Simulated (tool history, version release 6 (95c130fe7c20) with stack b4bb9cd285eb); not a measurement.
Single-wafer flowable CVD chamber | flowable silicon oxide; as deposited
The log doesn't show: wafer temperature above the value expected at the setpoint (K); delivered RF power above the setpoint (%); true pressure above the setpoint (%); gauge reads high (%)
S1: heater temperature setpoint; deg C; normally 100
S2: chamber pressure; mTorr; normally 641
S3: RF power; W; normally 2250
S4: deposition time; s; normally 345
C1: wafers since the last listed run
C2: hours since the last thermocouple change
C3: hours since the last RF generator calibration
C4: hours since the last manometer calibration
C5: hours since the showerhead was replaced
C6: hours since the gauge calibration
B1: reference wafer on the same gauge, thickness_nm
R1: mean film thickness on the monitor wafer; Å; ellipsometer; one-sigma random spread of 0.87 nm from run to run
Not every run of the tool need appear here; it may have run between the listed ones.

{"run": 1, "hour": 0.0, "S1": 100, "S2": 641, "S3": 2250, "S4": 345, "C1": 0, "C2": 2249.9, "C3": 169.4, "C4": 1529.1, "C5": 2853.2, "C6": 387.4, "B1": 160.076, "R1": 1506.48}
{"run": 2, "hour": 46.4, "S1": 100, "S2": 641, "S3": 2250, "S4": 345, "C1": 192, "C2": 2296.3, "C3": 215.8, "C4": 1575.5, "C5": 2899.6, "C6": 433.8, "B1": 159.938, "R1": 1502.2}
{"run": 3, "hour": 129.8, "S1": 100, "S2": 641, "S3": 2250, "S4": 345, "C1": 345, "C2": 2379.7, "C3": 299.2, "C4": 1658.9, "C5": 2983, "C6": 517.2, "B1": 159.822, "R1": 1486.23}
{"run": 4, "hour": 205.7, "S1": 100, "S2": 641, "S3": 2250, "S4": 345, "C1": 314, "C2": 2455.6, "C3": 375.1, "C4": 1734.8, "C5": 3058.9, "C6": 593.1, "B1": 159.758, "R1": 1491.43}
{"run": 5, "hour": 247.5, "S1": 100, "S2": 641, "S3": 2250, "S4": 345, "C1": 173, "C2": 2497.4, "C3": 416.9, "C4": 1776.6, "C5": 3100.7, "C6": 634.9, "B1": 160.21, "R1": 1481.07}
{"run": 6, "hour": 298.2, "S1": 100, "S2": 641, "S3": 2250, "S4": 345, "C1": 210, "C2": 2548.1, "C3": 467.6, "C4": 1827.3, "C5": 3151.4, "C6": 685.6, "B1": 159.659, "R1": 1461.67}
{"run": 7, "hour": 354.1, "S1": 100, "S2": 641, "S3": 2250, "S4": 345, "C1": 231, "C2": 2604, "C3": 523.5, "C4": 1883.2, "C5": 3207.3, "C6": 741.5, "B1": 159.976, "R1": 1447.07}
{"run": 8, "hour": 391.5, "S1": 100, "S2": 641, "S3": 2250, "S4": 345, "C1": 155, "C2": 2641.4, "C3": 560.9, "C4": 1920.6, "C5": 3244.7, "C6": 778.9, "B1": 159.761, "R1": 1437.98}
{"run": 9, "hour": 498.6, "S1": 100, "S2": 641, "S3": 2250, "S4": 345, "C1": 443, "C2": 2748.5, "C3": 668, "C4": 2027.7, "C5": 3351.8, "C6": 886, "B1": 160.096, "R1": 1427.12}
{"hour": 555.0, "done": "capacitance manometer re-zeroed and calibrated"}
{"hour": 558.2, "done": "showerhead replaced"}
{"run": 10, "hour": 558.7, "S1": 100, "S2": 508, "S3": 2670, "S4": 373, "C1": 202, "C2": 2808.6, "C3": 728.1, "C4": 3.7, "C5": 0.5, "C6": 946.1, "B1": 160.1, "R1": 1235.66}
{"hour": 572.6, "done": "thermocouple changed; heater temperature recalibrated"}
{"run": 11, "hour": 655.5, "S1": 100, "S2": 641, "S3": 2250, "S4": 345, "C1": 368, "C2": 82.9, "C3": 824.9, "C4": 100.5, "C5": 97.3, "C6": 1042.9, "B1": 160.108, "R1": 1679.26}
{"run": 12, "hour": 692.7, "S1": 100, "S2": 641, "S3": 2250, "S4": 345, "C1": 154, "C2": 120.1, "C3": 862.1, "C4": 137.7, "C5": 134.5, "C6": 1080.1, "B1": 159.683, "R1": 1679.98}
{"hour": 703.5, "done": "RF generator calibrated"}
{"hour": 708.3, "done": "gauge calibrated"}
{"run": 13, "hour": 760.0, "S1": 100, "S2": 508, "S3": 2670, "S4": 373, "C1": 245, "C2": 187.4, "C3": 56.5, "C4": 205, "C5": 201.8, "C6": 51.7, "B1": 160.216, "R1": 1463.59}
{"run": 14, "hour": 836.6, "S1": 100, "S2": 691, "S3": 2535, "S4": 367, "C1": 317, "C2": 264, "C3": 133.1, "C4": 281.6, "C5": 278.4, "C6": 128.3, "B1": 159.893, "R1": 1941.81}
{"run": 15, "hour": 892.7, "S1": 95, "S2": 743, "S3": 2250, "S4": 395, "C1": 232, "C2": 320.1, "C3": 189.2, "C4": 337.7, "C5": 334.5, "C6": 184.4, "B1": 160.245, "R1": 2655.48}
{"run": 16, "hour": 1079.8, "S1": 100, "S2": 641, "S3": 2095, "S4": 289, "C1": 775, "C2": 507.2, "C3": 376.3, "C4": 524.8, "C5": 521.6, "C6": 371.5, "B1": 160.024, "R1": 1396.51}
{"run": 17, "hour": 1186.9, "S1": 89, "S2": 641, "S3": 2405, "S4": 391, "C1": 443, "C2": 614.3, "C3": 483.4, "C4": 631.9, "C5": 628.7, "C6": 478.6, "B1": 160.224, "R1": 2764.57}
{"run": 18, "hour": 1292.0, "S1": 87, "S2": 641, "S3": 2250, "S4": 345, "C1": 435, "C2": 719.4, "C3": 588.5, "C4": 737, "C5": 733.8, "C6": 583.7, "B1": 159.908, "R1": 2599.07}

Predict each of these 4 candidate next runs independently; none follows another, all start after run 18:
{"run": "A", "hour": 1292.5, "S1": 100, "S2": 641, "S3": 2250, "S4": 345, "C1": 2, "C2": 719.9, "C3": 589, "C4": 737.5, "C5": 734.3, "C6": 584.2, "B1": "?", "R1": "?"}
{"run": "B", "hour": 1292.5, "S1": 91, "S2": 699, "S3": 2080, "S4": 284, "C1": 2, "C2": 719.9, "C3": 589, "C4": 737.5, "C5": 734.3, "C6": 584.2, "B1": "?", "R1": "?"}
{"run": "C", "hour": 1292.5, "S1": 94, "S2": 641, "S3": 2250, "S4": 345, "C1": 2, "C2": 719.9, "C3": 589, "C4": 737.5, "C5": 734.3, "C6": 584.2, "B1": "?", "R1": "?"}
{"run": "D", "hour": 1292.5, "S1": 89, "S2": 641, "S3": 2250, "S4": 345, "C1": 2, "C2": 719.9, "C3": 589, "C4": 737.5, "C5": 734.3, "C6": 584.2, "B1": "?", "R1": "?"}

run=A B1=159.81 R1=1661.69
run=B B1=159.81 R1=2033.36
run=C B1=159.81 R1=2049.65
run=D B1=159.81 R1=2431.78
Stripped of hidden state, with their random variation kept, the same runs would have yielded:
run=A R1=1650.26
run=B R1=2018.62
run=C R1=2035.05
run=D R1=2416.54
